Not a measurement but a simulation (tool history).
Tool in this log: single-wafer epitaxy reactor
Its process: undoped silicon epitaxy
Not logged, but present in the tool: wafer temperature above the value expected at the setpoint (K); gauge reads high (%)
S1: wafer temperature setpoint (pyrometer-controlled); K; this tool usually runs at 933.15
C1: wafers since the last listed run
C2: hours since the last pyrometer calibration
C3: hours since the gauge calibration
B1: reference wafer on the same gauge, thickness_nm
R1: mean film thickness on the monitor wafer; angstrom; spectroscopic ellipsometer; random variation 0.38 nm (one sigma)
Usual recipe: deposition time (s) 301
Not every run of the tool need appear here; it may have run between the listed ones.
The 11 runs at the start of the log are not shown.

Run 12, day 12.508: usual settings but S1 928.15 K; C1 111; C2 1699.5; C3 659.1; B1 60.959. Result: R1 560.90 angstrom.
At day 12.979: pyrometer calibrated.
Run 13, day 13.288: usual settings but S1 928.15 K; C1 64; C2 7.4; C3 677.8; B1 61.041. Result: R1 597.29 angstrom.
Run 14, day 14.329: usual settings but S1 928.15 K; C1 150; C2 32.4; C3 702.8; B1 61.009. Result: R1 600.60 angstrom.
Run 15, day 15.688: usual settings; C1 195; C2 65.0; C3 735.4; B1 61.014. Result: R1 674.77 angstrom.
Run 16, day 16.342: usual settings but S1 939.15 K, deposition time (s) 285; C1 94; C2 80.7; C3 751.1; B1 61.094. Result: R1 739.41 angstrom.
At day 16.617: gauge calibrated.
Run 17, day 16.992: usual settings but S1 942.15 K, deposition time (s) 252; C1 93; C2 96.3; C3 9.0; B1 60.983. Result: R1 705.22 angstrom.
Run 18, day 18.429: usual settings but S1 926.15 K, deposition time (s) 283; C1 207; C2 130.8; C3 43.5; B1 61.112. Result: R1 535.29 angstrom.
Run 19, day 19.433: usual settings but S1 938.15 K, deposition time (s) 319; C1 144; C2 154.9; C3 67.6; B1 60.934. Result: R1 811.23 angstrom.
Run 20, day 20.692: usual settings but S1 919.15 K, deposition time (s) 258; C1 181; C2 185.1; C3 97.8; B1 60.955. Result: R1 411.16 angstrom.
Run 21, day 21.975: usual settings but S1 925.15 K, deposition time (s) 345; C1 184; C2 215.9; C3 128.6; B1 61.080. Result: R1 631.32 angstrom.
Run 22, day 22.483: usual settings; C1 73; C2 228.1; C3 140.8; B1 60.775. Result: R1 672.37 angstrom.
Run 23, day 23.171: usual settings; C1 99; C2 244.6; C3 157.3; B1 61.051. Result: R1 672.79 angstrom.
Run 24, day 24.925: usual settings but S1 923.15 K, deposition time (s) 244; C1 252; C2 286.7; C3 199.4; B1 60.887. Result: R1 419.32 angstrom.
Run 25, day 25.512: usual settings but S1 924.15 K; C1 84; C2 300.8; C3 213.5; B1 60.862. Result: R1 528.10 angstrom.

The next listed run, before its measurement:
Run 26, day 26.775: usual settings but S1 941.15 K, deposition time (s) 327; C1 181; C2 331.1; C3 243.8; B1 ?. Result: R1 ?.

B1: 60.871
R1: 878.00 angstrom
Without the tool's hidden state the same run would have given R1 895.01 angstrom.
